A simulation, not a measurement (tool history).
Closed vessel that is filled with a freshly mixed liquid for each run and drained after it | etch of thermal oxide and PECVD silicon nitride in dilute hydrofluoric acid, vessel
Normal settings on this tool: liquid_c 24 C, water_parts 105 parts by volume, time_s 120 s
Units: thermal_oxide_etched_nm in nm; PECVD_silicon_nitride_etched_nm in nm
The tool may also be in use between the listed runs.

run	hour	liquid_c	water_parts	time_s	read-back film thickness of the thermal oxide reference wafer, read on the same gauge (nm)	read-back film thickness of the PECVD silicon nitride reference wafer, read on the same gauge (nm)	thermal_oxide_etched_nm	PECVD_silicon_nitride_etched_nm
1	0	24	140	120	79.94	150.002	3.67	2.519
2	82.1	24	105	120	79.98	149.995	5.11	3.42
3	133.6	24	105	120	79.97	149.999	5.11	3.378
4	193.8	24	105	120	80	150.007	5.08	3.414
5	259.4	24	105	140	79.99	149.985	5.94	3.95
6	362.4	24	105	140	79.97	149.999	5.96	3.934
# hour 420.9: thermometer replaced
7	458.8	24	105	140	80.01	149.989	5.94	3.955
8	535.6	26.5	135	120	80.04	150.019	4.23	3.174
9	620.6	28	105	120	79.99	150.007	5.98	4.336
# hour 675.5: gauge calibrated
# hour 685.2: hydrofluoric acid flow meter replaced
10	723	20	80	145	79.99	149.978	7.07	4.139
11	794.3	26	105	120	79.99	149.994	5.53	3.893
12	881.7	24	105	120	79.97	150.017	5.11	3.397
13	927	24	90	100	79.95	150.006	5.04	3.355
14	995.9	22.5	125	190	80.01	150.005	6.27	4.088

Give the tool's hidden conditions for every run:
liquid hotter than its thermometer reads (K): 0 on each run
hydrofluoric acid flow below the setpoint (%): 0 on each run
gauge reads high (%): 0 on each run
